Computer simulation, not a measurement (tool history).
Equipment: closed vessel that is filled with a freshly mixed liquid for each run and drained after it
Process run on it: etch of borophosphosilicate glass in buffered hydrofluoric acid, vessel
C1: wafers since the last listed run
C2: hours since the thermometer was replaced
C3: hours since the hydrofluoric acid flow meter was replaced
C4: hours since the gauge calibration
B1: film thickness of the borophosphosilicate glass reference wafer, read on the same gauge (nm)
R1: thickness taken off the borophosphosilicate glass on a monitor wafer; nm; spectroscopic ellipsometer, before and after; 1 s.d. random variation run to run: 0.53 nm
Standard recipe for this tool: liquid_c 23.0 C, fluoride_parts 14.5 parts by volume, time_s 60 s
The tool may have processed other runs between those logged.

run 1 hour=0.0 | liquid_c=23.0 fluoride_parts=18.0 time_s=60 | C1=0 C2=1377.2 C3=252.6 C4=46.6 | B1=99.96 | R1=44.76
run 2 hour=102.0 | liquid_c=23.0 fluoride_parts=14.5 time_s=60 | C1=14041 C2=1479.2 C3=354.6 C4=148.6 | B1=99.98 | R1=56.13
run 3 hour=158.0 | liquid_c=23.0 fluoride_parts=14.5 time_s=60 | C1=7708 C2=1535.2 C3=410.6 C4=204.6 | B1=99.99 | R1=55.89
run 4 hour=247.8 | liquid_c=23.0 fluoride_parts=14.5 time_s=60 | C1=12361 C2=1625.0 C3=500.4 C4=294.4 | B1=100.00 | R1=56.11
run 5 hour=317.0 | liquid_c=23.0 fluoride_parts=14.5 time_s=60 | C1=9525 C2=1694.2 C3=569.6 C4=363.6 | B1=100.03 | R1=54.68
run 6 hour=384.6 | liquid_c=23.0 fluoride_parts=14.5 time_s=60 | C1=9305 C2=1761.8 C3=637.2 C4=431.2 | B1=99.99 | R1=55.73
run 7 hour=483.9 | liquid_c=23.0 fluoride_parts=14.5 time_s=60 | C1=13669 C2=1861.1 C3=736.5 C4=530.5 | B1=100.00 | R1=55.79
run 8 hour=570.8 | liquid_c=21.5 fluoride_parts=14.5 time_s=60 | C1=11962 C2=1948.0 C3=823.4 C4=617.4 | B1=100.00 | R1=50.95
run 9 hour=616.2 | liquid_c=21.5 fluoride_parts=14.5 time_s=60 | C1=6249 C2=1993.4 C3=868.8 C4=662.8 | B1=100.03 | R1=50.78
-- hour=663.1 thermometer replaced
run 10 hour=664.3 | liquid_c=23.0 fluoride_parts=14.5 time_s=60 | C1=6483 C2=1.2 C3=916.9 C4=710.9 | B1=100.02 | R1=55.04
-- hour=685.1 hydrofluoric acid flow meter replaced
run 11 hour=727.8 | liquid_c=23.0 fluoride_parts=14.5 time_s=60 | C1=8603 C2=64.7 C3=42.7 C4=774.4 | B1=100.01 | R1=55.12
run 12 hour=793.6 | liquid_c=23.0 fluoride_parts=14.5 time_s=60 | C1=9057 C2=130.5 C3=108.5 C4=840.2 | B1=99.98 | R1=55.82
run 13 hour=892.5 | liquid_c=23.0 fluoride_parts=20.0 time_s=75 | C1=13614 C2=229.4 C3=207.4 C4=939.1 | B1=99.98 | R1=49.84
run 14 hour=970.6 | liquid_c=23.0 fluoride_parts=16.5 time_s=60 | C1=10751 C2=307.5 C3=285.5 C4=1017.2 | B1=100.01 | R1=48.38
run 15 hour=1012.7 | liquid_c=23.0 fluoride_parts=14.5 time_s=30 | C1=5795 C2=349.6 C3=327.6 C4=1059.3 | B1=100.03 | R1=27.32
run 16 hour=1092.8 | liquid_c=23.0 fluoride_parts=14.5 time_s=60 | C1=11026 C2=429.7 C3=407.7 C4=1139.4 | B1=99.99 | R1=54.84
run 17 hour=1190.0 | liquid_c=27.0 fluoride_parts=14.5 time_s=60 | C1=13380 C2=526.9 C3=504.9 C4=1236.6 | B1=99.98 | R1=69.05
run 18 hour=1254.6 | liquid_c=23.0 fluoride_parts=17.0 time_s=60 | C1=8892 C2=591.5 C3=569.5 C4=1301.2 | B1=99.98 | R1=47.33
-- hour=1498.4 gauge calibrated
-- hour=1499.9 hydrofluoric acid flow meter replaced
run 19 hour=1564.7 | liquid_c=23.0 fluoride_parts=14.5 time_s=60 | C1=42550 C2=901.6 C3=64.8 C4=66.3 | B1=100.01 | R1=54.92
run 20 hour=1650.7 | liquid_c=23.0 fluoride_parts=11.0 time_s=60 | C1=11838 C2=987.6 C3=150.8 C4=152.3 | B1=99.99 | R1=70.95
run 21 hour=1694.5 | liquid_c=25.5 fluoride_parts=20.0 time_s=60 | C1=6029 C2=1031.4 C3=194.6 C4=196.1 | B1=99.99 | R1=45.71
run 22 hour=1783.9 | liquid_c=20.5 fluoride_parts=20.5 time_s=50 | C1=12306 C2=1120.8 C3=284.0 C4=285.5 | B1=99.99 | R1=29.11
run 23 hour=1871.6 | liquid_c=26.0 fluoride_parts=20.5 time_s=85 | C1=12072 C2=1208.5 C3=371.7 C4=373.2 | B1=100.00 | R1=65.44
run 24 hour=1907.7 | liquid_c=23.0 fluoride_parts=14.5 time_s=60 | C1=4969 C2=1244.6 C3=407.8 C4=409.3 | B1=100.01 | R1=55.56
run 25 hour=2005.9 | liquid_c=25.0 fluoride_parts=14.5 time_s=60 | C1=13518 C2=1342.8 C3=506.0 C4=507.5 | B1=99.99 | R1=62.27

What was the tool's hidden state at every run in the log?
liquid colder than its thermometer reads (K): 0 across all the runs
hydrofluoric acid flow above the setpoint (%): 0 across all the runs
gauge reads high (%): 0 across all the runs
